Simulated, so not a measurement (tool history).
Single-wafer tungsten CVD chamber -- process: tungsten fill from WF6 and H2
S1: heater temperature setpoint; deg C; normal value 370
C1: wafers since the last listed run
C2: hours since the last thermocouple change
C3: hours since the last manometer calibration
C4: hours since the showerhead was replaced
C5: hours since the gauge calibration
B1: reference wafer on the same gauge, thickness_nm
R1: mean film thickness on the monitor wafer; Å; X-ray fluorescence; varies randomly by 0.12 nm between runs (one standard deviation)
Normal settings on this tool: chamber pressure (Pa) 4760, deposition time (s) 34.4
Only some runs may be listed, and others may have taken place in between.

Run 1, hour 0.0: usual settings; C1 0; C2 1924.3; C3 803.5; C4 4433.8; C5 318.8; B1 64.670. Result: R1 575.11 Å.
Run 2, hour 64.6: usual settings; C1 1662; C2 1988.9; C3 868.1; C4 4498.4; C5 383.4; B1 64.682. Result: R1 570.29 Å.
Run 3, hour 97.2: usual settings; C1 838; C2 2021.5; C3 900.7; C4 4531.0; C5 416.0; B1 64.698. Result: R1 573.62 Å.
At hour 125.2: capacitance manometer re-zeroed and calibrated.
Run 4, hour 128.9: usual settings; C1 609; C2 2053.2; C3 3.7; C4 4562.7; C5 447.7; B1 64.699. Result: R1 577.21 Å.
Run 5, hour 154.6: usual settings; C1 661; C2 2078.9; C3 29.4; C4 4588.4; C5 473.4; B1 64.714. Result: R1 579.83 Å.
Run 6, hour 272.4: usual settings; C1 3031; C2 2196.7; C3 147.2; C4 4706.2; C5 591.2; B1 64.716. Result: R1 580.45 Å.
Run 7, hour 340.4: usual settings; C1 1749; C2 2264.7; C3 215.2; C4 4774.2; C5 659.2; B1 64.687. Result: R1 578.09 Å.
Run 8, hour 378.9: usual settings; C1 990; C2 2303.2; C3 253.7; C4 4812.7; C5 697.7; B1 64.705. Result: R1 578.64 Å.
Run 9, hour 409.7: usual settings but S1 376 deg C, chamber pressure (Pa) 5320; C1 792; C2 2334.0; C3 284.5; C4 4843.5; C5 728.5; B1 64.707. Result: R1 685.73 Å.
Run 10, hour 465.7: usual settings but S1 376 deg C, chamber pressure (Pa) 5320; C1 1440; C2 2390.0; C3 340.5; C4 4899.5; C5 784.5; B1 64.694. Result: R1 683.63 Å.
Run 11, hour 531.6: usual settings but S1 376 deg C, chamber pressure (Pa) 5320; C1 1695; C2 2455.9; C3 406.4; C4 4965.4; C5 850.4; B1 64.672. Result: R1 685.43 Å.
Run 12, hour 571.4: usual settings; C1 1024; C2 2495.7; C3 446.2; C4 5005.2; C5 890.2; B1 64.689. Result: R1 577.12 Å.
Run 13, hour 621.0: usual settings; C1 1276; C2 2545.3; C3 495.8; C4 5054.8; C5 939.8; B1 64.681. Result: R1 577.44 Å.
At hour 623.9: gauge calibrated.
Run 14, hour 658.6: usual settings; C1 967; C2 2582.9; C3 533.4; C4 5092.4; C5 34.7; B1 64.696. Result: R1 576.45 Å.
Run 15, hour 690.3: usual settings; C1 815; C2 2614.6; C3 565.1; C4 5124.1; C5 66.4; B1 64.704. Result: R1 578.33 Å.
At hour 771.8: thermocouple changed; heater temperature recalibrated.
Run 16, hour 895.6: usual settings but S1 383 deg C, chamber pressure (Pa) 5933, deposition time (s) 28.4; C1 5076; C2 123.8; C3 770.4; C4 5329.4; C5 271.7; B1 64.701. Result: R1 676.07 Å.
Run 17, hour 956.4: usual settings but deposition time (s) 36.5; C1 1564; C2 184.6; C3 831.2; C4 5390.2; C5 332.5; B1 64.724. Result: R1 610.81 Å.
At hour 967.6: showerhead replaced.
At hour 990.4: capacitance manometer re-zeroed and calibrated.
Run 18, hour 1027.4: usual settings but chamber pressure (Pa) 3706; C1 1415; C2 255.6; C3 37.0; C4 59.8; C5 403.5; B1 64.723. Result: R1 522.28 Å.
Run 19, hour 1084.3: usual settings but chamber pressure (Pa) 3786; C1 1464; C2 312.5; C3 93.9; C4 116.7; C5 460.4; B1 64.677. Result: R1 525.81 Å.
Run 20, hour 1125.8: usual settings but chamber pressure (Pa) 3706, deposition time (s) 36.8; C1 1067; C2 354.0; C3 135.4; C4 158.2; C5 501.9; B1 64.688. Result: R1 557.74 Å.
Run 21, hour 1158.3: usual settings; C1 836; C2 386.5; C3 167.9; C4 190.7; C5 534.4; B1 64.699. Result: R1 577.09 Å.
Run 22, hour 1221.7: usual settings but chamber pressure (Pa) 3706; C1 1631; C2 449.9; C3 231.3; C4 254.1; C5 597.8; B1 64.686. Result: R1 520.82 Å.
Run 23, hour 1258.5: usual settings but deposition time (s) 41.0; C1 946; C2 486.7; C3 268.1; C4 290.9; C5 634.6; B1 64.713. Result: R1 691.41 Å.
Run 24, hour 1345.9: usual settings but S1 377 deg C, chamber pressure (Pa) 3640, deposition time (s) 36.8; C1 2248; C2 574.1; C3 355.5; C4 378.3; C5 722.0; B1 64.691. Result: R1 639.50 Å.
Run 25, hour 1389.0: usual settings but S1 382 deg C, chamber pressure (Pa) 4453; C1 1109; C2 617.2; C3 398.6; C4 421.4; C5 765.1; B1 64.677. Result: R1 715.53 Å.
Run 26, hour 1451.6: usual settings but chamber pressure (Pa) 3680; C1 1610; C2 679.8; C3 461.2; C4 484.0; C5 827.7; B1 64.676. Result: R1 519.03 Å.
Run 27, hour 1490.9: usual settings but S1 356 deg C, chamber pressure (Pa) 3906, deposition time (s) 38.4; C1 1011; C2 719.1; C3 500.5; C4 523.3; C5 867.0; B1 64.692. Result: R1 438.80 Å.
Run 28, hour 1540.3: usual settings but chamber pressure (Pa) 3586; C1 1271; C2 768.5; C3 549.9; C4 572.7; C5 916.4; B1 64.681. Result: R1 511.66 Å.
At hour 1572.6: gauge calibrated.
Run 29, hour 1591.5: usual settings but S1 356 deg C, chamber pressure (Pa) 4360; C1 1317; C2 819.7; C3 601.1; C4 623.9; C5 18.9; B1 64.721. Result: R1 412.15 Å.

Branching from run 29: 4 alternative next runs. What would each branch give?
Run A, hour 1591.9: usual settings but deposition time (s) 41.3; C1 10; C2 820.1; C3 601.5; C4 624.3; C5 19.3; B1 ?. Result: R1 ?.
Run B, hour 1591.9: usual settings but chamber pressure (Pa) 3893, deposition time (s) 29.3; C1 10; C2 820.1; C3 601.5; C4 624.3; C5 19.3; B1 ?. Result: R1 ?.
Run C, hour 1591.9: usual settings but S1 363 deg C, chamber pressure (Pa) 5560, deposition time (s) 40.0; C1 10; C2 820.1; C3 601.5; C4 624.3; C5 19.3; B1 ?. Result: R1 ?.
Run D, hour 1591.9: usual settings but S1 378 deg C, chamber pressure (Pa) 4040, deposition time (s) 40.3; C1 10; C2 820.1; C3 601.5; C4 624.3; C5 19.3; B1 ?. Result: R1 ?.

run      B1      R1
  A  64.703  693.33
  B  64.703  451.49
  C  64.703  618.44
  D  64.703  743.31
Had the tool no hidden state, the same runs would have come out as:
run      R1
  A  695.99
  B  453.25
  C  620.77
  D  746.17
